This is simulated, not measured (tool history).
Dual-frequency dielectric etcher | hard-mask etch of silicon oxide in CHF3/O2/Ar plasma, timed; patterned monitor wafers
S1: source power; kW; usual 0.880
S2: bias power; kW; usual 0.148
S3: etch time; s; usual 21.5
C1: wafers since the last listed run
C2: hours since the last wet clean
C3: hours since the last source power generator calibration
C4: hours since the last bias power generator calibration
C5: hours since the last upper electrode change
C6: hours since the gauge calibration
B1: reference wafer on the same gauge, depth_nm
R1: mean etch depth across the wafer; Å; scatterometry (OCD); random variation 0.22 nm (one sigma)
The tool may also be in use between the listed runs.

run 1 day=0.000 | S1=0.880 S2=0.148 S3=21.5 | C1=0 C2=189.1 C3=4136.0 C4=2012.4 C5=3283.8 C6=554.0 | B1=54.64 | R1=475.1
run 2 day=0.967 | S1=0.880 S2=0.148 S3=21.5 | C1=435 C2=212.3 C3=4159.2 C4=2035.6 C5=3307.0 C6=577.2 | B1=54.71 | R1=473.5
run 3 day=2.450 | S1=0.880 S2=0.148 S3=21.5 | C1=668 C2=247.9 C3=4194.8 C4=2071.2 C5=3342.6 C6=612.8 | B1=54.59 | R1=475.9
run 4 day=3.129 | S1=0.880 S2=0.148 S3=21.5 | C1=306 C2=264.2 C3=4211.1 C4=2087.5 C5=3358.9 C6=629.1 | B1=54.67 | R1=476.4
run 5 day=4.608 | S1=0.880 S2=0.148 S3=21.5 | C1=666 C2=299.7 C3=4246.6 C4=2123.0 C5=3394.4 C6=664.6 | B1=54.71 | R1=480.8
run 6 day=5.429 | S1=0.880 S2=0.148 S3=21.5 | C1=369 C2=319.4 C3=4266.3 C4=2142.7 C5=3414.1 C6=684.3 | B1=54.78 | R1=478.5
run 7 day=6.729 | S1=0.880 S2=0.148 S3=21.5 | C1=585 C2=350.6 C3=4297.5 C4=2173.9 C5=3445.3 C6=715.5 | B1=54.69 | R1=474.6
run 8 day=9.333 | S1=0.990 S2=0.148 S3=21.5 | C1=1173 C2=413.1 C3=4360.0 C4=2236.4 C5=3507.8 C6=778.0 | B1=54.70 | R1=503.3
run 9 day=10.608 | S1=0.990 S2=0.148 S3=21.5 | C1=574 C2=443.7 C3=4390.6 C4=2267.0 C5=3538.4 C6=808.6 | B1=54.63 | R1=506.0
-- day=10.792 gauge calibrated
-- day=11.975 bias power generator calibrated
run 10 day=12.050 | S1=0.990 S2=0.148 S3=21.5 | C1=574 C2=478.3 C3=4425.2 C4=1.8 C5=3573.0 C6=30.2 | B1=54.68 | R1=511.3
run 11 day=13.200 | S1=0.880 S2=0.132 S3=21.5 | C1=518 C2=505.9 C3=4452.8 C4=29.4 C5=3600.6 C6=57.8 | B1=54.72 | R1=471.5
-- day=14.462 wet clean of the chamber
run 12 day=14.483 | S1=0.880 S2=0.132 S3=21.5 | C1=127 C2=0.5 C3=4483.6 C4=60.2 C5=3631.4 C6=88.6 | B1=54.73 | R1=453.4
run 13 day=15.458 | S1=0.880 S2=0.148 S3=21.5 | C1=439 C2=23.9 C3=4507.0 C4=83.6 C5=3654.8 C6=112.0 | B1=54.68 | R1=469.4
run 14 day=16.617 | S1=0.880 S2=0.168 S3=18.0 | C1=521 C2=51.7 C3=4534.8 C4=111.4 C5=3682.6 C6=139.8 | B1=54.70 | R1=405.1
-- day=17.004 source power generator calibrated
run 15 day=17.150 | S1=0.880 S2=0.183 S3=21.5 | C1=165 C2=64.5 C3=3.5 C4=124.2 C5=3695.4 C6=152.6 | B1=54.71 | R1=492.5
run 16 day=18.033 | S1=0.880 S2=0.180 S3=21.5 | C1=398 C2=85.7 C3=24.7 C4=145.4 C5=3716.6 C6=173.8 | B1=54.71 | R1=490.5
-- day=19.583 upper electrode replaced
run 17 day=19.604 | S1=1.000 S2=0.138 S3=26.5 | C1=257 C2=123.4 C3=62.4 C4=183.1 C5=0.5 C6=211.5 | B1=54.67 | R1=602.0
run 18 day=20.608 | S1=0.970 S2=0.127 S3=25.5 | C1=452 C2=147.5 C3=86.5 C4=207.2 C5=24.6 C6=235.6 | B1=54.71 | R1=560.3
run 19 day=21.654 | S1=1.000 S2=0.177 S3=15.0 | C1=471 C2=172.6 C3=111.6 C4=232.3 C5=49.7 C6=260.7 | B1=54.80 | R1=360.1
run 20 day=22.354 | S1=0.880 S2=0.128 S3=24.0 | C1=315 C2=189.4 C3=128.4 C4=249.1 C5=66.5 C6=277.5 | B1=54.76 | R1=514.5
run 21 day=23.458 | S1=0.790 S2=0.131 S3=21.5 | C1=497 C2=215.9 C3=154.9 C4=275.6 C5=93.0 C6=304.0 | B1=54.71 | R1=449.7
run 22 day=24.092 | S1=0.880 S2=0.148 S3=21.5 | C1=285 C2=231.1 C3=170.1 C4=290.8 C5=108.2 C6=319.2 | B1=54.72 | R1=478.2
run 23 day=25.208 | S1=0.780 S2=0.148 S3=21.5 | C1=503 C2=257.9 C3=196.9 C4=317.6 C5=135.0 C6=346.0 | B1=54.74 | R1=457.8
run 24 day=26.517 | S1=0.880 S2=0.148 S3=17.5 | C1=589 C2=289.3 C3=228.3 C4=349.0 C5=166.4 C6=377.4 | B1=54.76 | R1=390.8
run 25 day=27.600 | S1=0.880 S2=0.148 S3=21.5 | C1=488 C2=315.3 C3=254.3 C4=375.0 C5=192.4 C6=403.4 | B1=54.69 | R1=480.0
run 26 day=28.408 | S1=0.680 S2=0.139 S3=21.5 | C1=364 C2=334.7 C3=273.7 C4=394.4 C5=211.8 C6=422.8 | B1=54.77 | R1=433.5
run 27 day=29.271 | S1=1.040 S2=0.148 S3=16.0 | C1=388 C2=355.4 C3=294.4 C4=415.1 C5=232.5 C6=443.5 | B1=54.70 | R1=377.4

Forecast each of these 3 alternatives for the next run:
run A day=29.288 | S1=1.010 S2=0.148 S3=21.5 | C1=7 C2=355.8 C3=294.8 C4=415.5 C5=232.9 C6=443.9 | B1=? | R1=?
run B day=29.288 | S1=0.880 S2=0.136 S3=21.5 | C1=7 C2=355.8 C3=294.8 C4=415.5 C5=232.9 C6=443.9 | B1=? | R1=?
run C day=29.288 | S1=1.090 S2=0.117 S3=21.5 | C1=7 C2=355.8 C3=294.8 C4=415.5 C5=232.9 C6=443.9 | B1=? | R1=?

run=A B1=54.70 R1=504.7
run=B B1=54.70 R1=471.6
run=C B1=54.70 R1=495.6
Without the tool's hidden state the same runs would have given:
run=A R1=486.6
run=B R1=454.7
run=C R1=477.9
